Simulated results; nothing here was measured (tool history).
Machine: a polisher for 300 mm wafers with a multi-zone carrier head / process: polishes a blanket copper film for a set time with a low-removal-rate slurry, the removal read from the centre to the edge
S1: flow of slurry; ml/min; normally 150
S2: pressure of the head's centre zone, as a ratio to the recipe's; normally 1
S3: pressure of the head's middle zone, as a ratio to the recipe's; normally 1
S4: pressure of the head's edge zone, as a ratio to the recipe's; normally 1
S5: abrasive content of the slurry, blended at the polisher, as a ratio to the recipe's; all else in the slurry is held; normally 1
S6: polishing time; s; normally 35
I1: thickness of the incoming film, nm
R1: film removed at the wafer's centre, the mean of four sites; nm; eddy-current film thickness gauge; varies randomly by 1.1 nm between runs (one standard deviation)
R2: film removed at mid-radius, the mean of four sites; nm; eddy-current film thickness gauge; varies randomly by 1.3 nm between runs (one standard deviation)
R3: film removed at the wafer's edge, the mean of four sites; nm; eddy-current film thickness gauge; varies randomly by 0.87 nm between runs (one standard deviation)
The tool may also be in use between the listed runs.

run    hour   S1    S2    S3    S4    S5  S6     I1     R1     R2     R3
  1       0  150     1     1     1     1  30  767.6   69.4     72   71.4
       68.2  -- worn pad replaced by a new one
  2    75.8  185     1     1  0.91     1  35    786   95.8    102   93.1
  3   150.6  150     1     1     1     1  35  774.2   94.2   94.1   95.5
      179.7  -- carrier head's membrane replaced by a new one
  4   257.4  150     1     1  0.89  1.15  35  779.8   95.5   96.8   90.9
  5   354.6  150     1  1.06     1     1  35  779.1   90.6   98.9   94.9
  6   458.2  150     1  1.04  0.89     1  35  777.5   91.4   95.9   87.4
        522  -- slurry nozzle cleaned
      542.6  -- centre zone pressure recalibrated
  7   565.4  150     1  1.04     1     1  35  776.2     88   94.3   88.4
  8   641.7  125   1.1     1     1     1  35    794   91.8   85.1   84.8
  9   689.5  150     1     1     1     1  42  790.2  100.2  102.8  102.9
      724.8  -- edge zone pressure recalibrated
      740.5  -- worn pad replaced by a new one
 10     741  150     1     1     1     1  35  775.3   93.6   95.6   96.1
 11   842.4  150     1     1     1     1  35  790.5   90.6   97.9   95.1
 12   898.1  150     1     1     1  0.75  35  777.1   88.6     93   90.4
 13   935.6  175     1     1     1     1  35  781.8     93   98.4   97.1
 14  1019.2  170  1.06     1     1  0.85  40  788.7  109.9  108.7  105.8
 15  1071.3  105     1     1     1     1  35  763.2   82.7   85.6     87
 16  1112.9  150  0.89     1     1     1  35  786.9   79.3   94.2   90.2
     1133.2  -- slurry nozzle cleaned
     1164.3  -- centre zone pressure recalibrated
     1165.8  -- carrier head's membrane replaced by a new one
 17  1212.5  150     1     1  1.06     1  39  793.3   98.8   97.7  100.6
 18  1263.8  170  1.03     1  0.94     1  35  770.2   91.5   93.2   87.2
 19  1340.2  150  0.93     1     1     1  35  777.8   78.5   85.6   85.7
     1381.1  -- worn pad replaced by a new one
 20  1397.7  150     1     1     1     1  35  769.3   92.9   97.3   93.9
 21  1456.1  150     1     1     1     1  35  775.4   93.4   94.7   94.8

4 ways to go on from here, each from the tool as it stands after run 21. What would each give?
  A  1456.5  150   1     1   1   1  35  779.8   ?   ?   ?
  B  1456.5  150   1     1   1   1  43  779.8   ?   ?   ?
  C  1456.5  190   1     1   1   1  35  779.8   ?   ?   ?
  D  1456.5  200   1  1.11   1   1  35  779.8   ?   ?   ?

run     R1     R2     R3
  A   94.7   94.6   94.5
  B  116.4  116.3  116.1
  C   98.6     98     97
  D   99.4    105   97.4
Take away the tool's hidden state, keep each run's random variation, and the runs would have read:
run     R1     R2     R3
  A   95.6   95.5   95.4
  B  117.5  117.3  117.2
  C   99.5   98.9   97.9
  D  100.3    106   98.3
